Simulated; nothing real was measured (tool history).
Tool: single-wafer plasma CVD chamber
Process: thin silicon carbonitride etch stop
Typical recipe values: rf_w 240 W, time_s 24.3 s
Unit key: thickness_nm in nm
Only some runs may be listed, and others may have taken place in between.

| run | hour | rf_w | time_s | wafers since the last listed run | hours since the last thermocouple change | hours since the last RF generator calibration | hours since the showerhead was replaced | hours since the gauge calibration | read-back reference wafer on the same gauge, thickness_nm | thickness_nm |
|---|---|---|---|---|---|---|---|---|---|---|
| 1 | 0.0 | 225 | 24.3 | 0 | 813.4 | 1260.9 | 2985.5 | 240.9 | 13.098 | 13.860 |
| 2 | 28.0 | 240 | 22.1 | 542 | 841.4 | 1288.9 | 3013.5 | 268.9 | 13.105 | 12.942 |
| 3 | 58.2 | 240 | 22.1 | 585 | 871.6 | 1319.1 | 3043.7 | 299.1 | 13.099 | 13.013 |
| 4 | 92.0 | 240 | 22.1 | 655 | 905.4 | 1352.9 | 3077.5 | 332.9 | 13.101 | 12.946 |
| 5 | 106.4 | 210 | 20.9 | 279 | 919.8 | 1367.3 | 3091.9 | 347.3 | 13.100 | 11.573 |
| 6 | 126.1 | 210 | 20.9 | 381 | 939.5 | 1387.0 | 3111.6 | 367.0 | 13.093 | 11.635 |
|  | 194.5 | thermocouple changed; heater temperature recalibrated |
| 7 | 211.5 | 240 | 24.3 | 1500 | 17.0 | 1472.4 | 3197.0 | 452.4 | 13.103 | 14.307 |
|  | 217.4 | gauge calibrated |
| 8 | 242.5 | 240 | 24.3 | 600 | 48.0 | 1503.4 | 3228.0 | 25.1 | 13.101 | 14.287 |
| 9 | 258.9 | 240 | 24.3 | 317 | 64.4 | 1519.8 | 3244.4 | 41.5 | 13.102 | 14.276 |
| 10 | 326.4 | 215 | 24.3 | 1308 | 131.9 | 1587.3 | 3311.9 | 109.0 | 13.097 | 13.658 |
| 11 | 344.3 | 270 | 22.2 | 346 | 149.8 | 1605.2 | 3329.8 | 126.9 | 13.101 | 13.636 |
|  | 367.2 | RF generator calibrated |
| 12 | 374.3 | 210 | 20.9 | 426 | 179.8 | 7.1 | 3359.8 | 156.9 | 13.104 | 11.969 |
| 13 | 389.4 | 220 | 26.8 | 292 | 194.9 | 22.2 | 3374.9 | 172.0 | 13.101 | 15.604 |
| 14 | 407.5 | 240 | 24.3 | 350 | 213.0 | 40.3 | 3393.0 | 190.1 | 13.104 | 14.674 |
|  | 433.3 | showerhead replaced |
| 15 | 433.8 | 240 | 27.2 | 354 | 239.3 | 66.6 | 0.5 | 216.4 | 13.097 | 16.391 |
| 16 | 443.5 | 240 | 24.3 | 187 | 249.0 | 76.3 | 10.2 | 226.1 | 13.101 | 14.681 |
| 17 | 476.9 | 240 | 29.1 | 647 | 282.4 | 109.7 | 43.6 | 259.5 | 13.102 | 17.443 |
| 18 | 498.0 | 265 | 28.4 | 408 | 303.5 | 130.8 | 64.7 | 280.6 | 13.100 | 17.744 |
| 19 | 529.8 | 240 | 24.3 | 616 | 335.3 | 162.6 | 96.5 | 312.4 | 13.100 | 14.614 |

Run 20, settings as shown, results not yet in. Your forecast:
| 20 | 546.9 | 220 | 25.6 | 331 | 352.4 | 179.7 | 113.6 | 329.5 | ? | ? |

For run 20 the tool returned read-back reference wafer on the same gauge, thickness_nm 13.097, thickness_nm 14.726 nm.
Take away the tool's hidden state, keep the run-to-run variation as it was, and the same run would have given thickness_nm 14.942 nm.
